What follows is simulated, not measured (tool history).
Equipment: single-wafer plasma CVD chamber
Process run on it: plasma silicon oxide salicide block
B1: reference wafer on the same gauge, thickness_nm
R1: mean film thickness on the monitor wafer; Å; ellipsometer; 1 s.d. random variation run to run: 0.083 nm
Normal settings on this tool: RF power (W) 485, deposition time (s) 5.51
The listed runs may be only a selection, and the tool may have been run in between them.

{"run": 1, "day": 0.0, "RF power (W)": 485, "deposition time (s)": 4.65, "B1": 49.022, "R1": 469.64}
{"run": 2, "day": 0.592, "RF power (W)": 485, "deposition time (s)": 4.65, "B1": 49.019, "R1": 470.87}
{"run": 3, "day": 1.433, "RF power (W)": 485, "deposition time (s)": 4.65, "B1": 49.054, "R1": 471.12}
{"run": 4, "day": 2.829, "RF power (W)": 430, "deposition time (s)": 5.51, "B1": 49.124, "R1": 545.21}
{"run": 5, "day": 4.108, "RF power (W)": 430, "deposition time (s)": 5.51, "B1": 49.109, "R1": 544.72}
{"run": 6, "day": 4.704, "RF power (W)": 430, "deposition time (s)": 5.51, "B1": 49.186, "R1": 545.9}
{"run": 7, "day": 5.904, "RF power (W)": 415, "deposition time (s)": 4.69, "B1": 49.233, "R1": 462.08}
{"run": 8, "day": 6.779, "RF power (W)": 485, "deposition time (s)": 5.51, "B1": 49.276, "R1": 559.21}
{"run": 9, "day": 7.517, "RF power (W)": 485, "deposition time (s)": 4.64, "B1": 49.316, "R1": 470.95}
{"run": 10, "day": 8.062, "RF power (W)": 485, "deposition time (s)": 5.51, "B1": 49.287, "R1": 559.84}
{"run": 11, "day": 8.942, "RF power (W)": 485, "deposition time (s)": 5.51, "B1": 49.344, "R1": 559.27}
{"day": 10.146, "done": "showerhead replaced"}
{"run": 12, "day": 10.167, "RF power (W)": 440, "deposition time (s)": 4.43, "B1": 49.408, "R1": 443.37}
{"day": 10.525, "done": "gauge calibrated"}
{"run": 13, "day": 10.779, "RF power (W)": 485, "deposition time (s)": 5.51, "B1": 49.007, "R1": 556.2}
{"run": 14, "day": 11.7, "RF power (W)": 485, "deposition time (s)": 5.51, "B1": 49.048, "R1": 556.15}
{"day": 12.346, "done": "RF generator calibrated"}
{"run": 15, "day": 12.367, "RF power (W)": 485, "deposition time (s)": 5.19, "B1": 49.056, "R1": 523.08}

Run 16 is up next; what results do you expect?
{"run": 16, "day": 13.183, "RF power (W)": 420, "deposition time (s)": 5.51, "B1": "?", "R1": "?"}

Run 16 produced B1 49.142, R1 543.83 Å.
The same run, on a tool lacking any hidden state, would have yielded R1 542.44 Å.
